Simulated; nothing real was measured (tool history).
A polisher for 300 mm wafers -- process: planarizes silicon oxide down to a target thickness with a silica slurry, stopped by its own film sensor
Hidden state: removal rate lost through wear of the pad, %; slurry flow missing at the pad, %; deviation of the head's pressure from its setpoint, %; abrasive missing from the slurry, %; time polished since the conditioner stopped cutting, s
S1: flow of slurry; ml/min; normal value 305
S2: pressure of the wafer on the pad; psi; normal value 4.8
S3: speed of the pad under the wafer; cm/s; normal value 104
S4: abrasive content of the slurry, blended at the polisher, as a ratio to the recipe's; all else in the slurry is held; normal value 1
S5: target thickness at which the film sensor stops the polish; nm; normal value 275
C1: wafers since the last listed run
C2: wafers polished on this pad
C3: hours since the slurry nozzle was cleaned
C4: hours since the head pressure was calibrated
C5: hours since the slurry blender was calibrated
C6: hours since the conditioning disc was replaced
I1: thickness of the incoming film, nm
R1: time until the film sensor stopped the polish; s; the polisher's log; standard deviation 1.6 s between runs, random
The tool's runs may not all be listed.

run	hour	S1	S2	S3	S4	S5	C1	C2	C3	C4	C5	C6	I1	R1
1	0	305	4.8	104	1	275	0	245	843.5	401.9	196.1	58.9	550.5	92.5
2	25.2	305	4.8	104	1	275	191	437	868.7	427.1	221.3	84.1	567.6	97.6
3	60	305	4.8	104	1	275	264	701	903.5	461.9	256.1	118.9	570.1	102
4	88.3	385	4.8	90	1	275	215	916	931.8	490.2	284.4	147.2	556.5	100.3
5	101.3	305	4.8	104	1	275	98	1015	944.8	503.2	297.4	160.2	561.4	100.4
# hour 117.9: worn pad replaced by a new one, of another model than before
# hour 129.4: slurry nozzle cleaned
6	136.8	305	4.8	104	1	275	231	135	7.4	538.7	332.9	195.7	562.1	100.8
7	150.3	305	4.8	104	1	275	102	238	20.9	552.2	346.4	209.2	557.4	95.8
# hour 172.2: head pressure recalibrated
8	172.7	305	5.7	104	1	275	154	393	43.3	0.5	368.8	231.6	567.5	92.8
9	186.1	215	4.8	78	1	275	101	495	56.7	13.9	382.2	245	552.7	110.9
# hour 216: conditioning disc replaced and pad reconditioned
10	216.5	305	4.8	134	1.15	275	215	710	87.1	44.3	412.6	0.5	565.8	79.1
# hour 222: slurry blender recalibrated
11	228.8	305	4.8	126	1	275	78	789	99.4	56.6	6.8	12.8	553	84.3
12	253.9	385	4.8	126	1	275	190	979	124.5	81.7	31.9	37.9	567	88.5
13	273.1	205	4.8	104	1	371	145	1125	143.7	100.9	51.1	57.1	565.7	65.1
14	287.7	255	5.2	104	1	275	110	1236	158.3	115.5	65.7	71.7	551.3	90.7
# hour 295.1: worn pad replaced by a new one
15	301.2	305	4.8	104	1	275	72	46	171.8	129	79.2	85.2	557	92.2
16	321.8	305	4.8	104	1	275	156	202	192.4	149.6	99.8	105.8	560.7	95.7
17	342.6	360	4.8	124	0.9	368	158	360	213.2	170.4	120.6	126.6	555.5	65.7

Below are 3 alternative next runs, each starting from the tool's condition after run 17. Predict each:
A	343	305	4.8	104	0.85	275	3	363	213.6	170.8	121	127	566.8	?
B	343	305	6.2	104	1	275	3	363	213.6	170.8	121	127	566.8	?
C	343	305	4.8	104	0.8	275	3	363	213.6	170.8	121	127	566.8	?

run	R1
A	114.9
B	85.1
C	122.7
With no hidden state in the tool, these same runs would have given:
run	R1
A	109.5
B	80.5
C	117
